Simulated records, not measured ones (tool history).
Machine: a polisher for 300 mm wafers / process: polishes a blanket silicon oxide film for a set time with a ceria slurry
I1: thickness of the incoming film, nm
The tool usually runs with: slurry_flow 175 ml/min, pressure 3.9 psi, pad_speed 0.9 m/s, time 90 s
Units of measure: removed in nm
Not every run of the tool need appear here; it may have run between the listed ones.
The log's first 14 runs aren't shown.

Run 15, hour 170.4: usual settings but pad_speed 1.1 m/s, time 82 s; I1 1363.9. Result: removed 577.6 nm.
Run 16, hour 184.7: usual settings; I1 1376.2. Result: removed 508.3 nm.
Run 17, hour 198.7: usual settings; I1 1362. Result: removed 501.7 nm.
Run 18, hour 216: usual settings; I1 1377.9. Result: removed 498.1 nm.
Run 19, hour 223.8: usual settings but pressure 4.6 psi, pad_speed 0.74 m/s; I1 1372.8. Result: removed 483.9 nm.
At hour 239.2: worn pad replaced by a new one.
Run 20, hour 239.7: usual settings but pad_speed 1.02 m/s, time 74 s; I1 1373.7. Result: removed 494.4 nm.
Run 21, hour 245.1: usual settings but slurry_flow 150 ml/min, pad_speed 0.76 m/s, time 60 s; I1 1363.9. Result: removed 290.4 nm.
Run 22, hour 253: usual settings but slurry_flow 215 ml/min, pressure 5 psi, time 102 s; I1 1367. Result: removed 777.3 nm.
Run 23, hour 262.2: usual settings but slurry_flow 160 ml/min, pad_speed 1.02 m/s; I1 1335.5. Result: removed 571.7 nm.
Run 24, hour 290.4: usual settings but slurry_flow 215 ml/min, pressure 4.3 psi, time 79 s; I1 1366.8. Result: removed 503.9 nm.
Run 25, hour 298.9: usual settings but slurry_flow 120 ml/min, pad_speed 0.6 m/s; I1 1366.7. Result: removed 308.9 nm.
Run 26, hour 308.1: usual settings but pressure 3.3 psi, time 114 s; I1 1375.1. Result: removed 537.5 nm.
At hour 314.8: slurry nozzle cleaned.
Run 27, hour 317.1: usual settings but pad_speed 0.98 m/s, time 63 s; I1 1361.1. Result: removed 379.4 nm.
Run 28, hour 325.8: usual settings but pressure 4.6 psi, pad_speed 0.74 m/s; I1 1356.5. Result: removed 484.1 nm.
At hour 334.1: worn pad replaced by a new one.
Run 29, hour 358.8: usual settings but slurry_flow 215 ml/min, pressure 3.4 psi, time 73 s; I1 1361.5. Result: removed 368.9 nm.
At hour 407.2: worn pad replaced by a new one.
Run 30, hour 407.7: usual settings; I1 1339.4. Result: removed 533 nm.
Run 31, hour 411.4: usual settings but pad_speed 0.62 m/s; I1 1377.4. Result: removed 368 nm.
Run 32, hour 422: usual settings; I1 1358.2. Result: removed 518.2 nm.

Predict each of these 4 candidate next runs independently; none follows another, all start after run 32:
Run A, hour 422.5: usual settings but slurry_flow 145 ml/min; I1 1353.6. Result: removed ?.
Run B, hour 422.5: usual settings but slurry_flow 205 ml/min, pad_speed 0.78 m/s, time 117 s; I1 1353.6. Result: removed ?.
Run C, hour 422.5: usual settings but slurry_flow 115 ml/min, pad_speed 0.76 m/s; I1 1353.6. Result: removed ?.
Run D, hour 422.5: usual settings but slurry_flow 130 ml/min, pressure 5.2 psi; I1 1353.6. Result: removed ?.

run  removed
  A    496.4
  B    592.7
  C    397.1
  D    646.4
With no hidden state in the tool, these same runs would have given:
run  removed
  A    513.5
  B    613.1
  C    410.9
  D    668.7
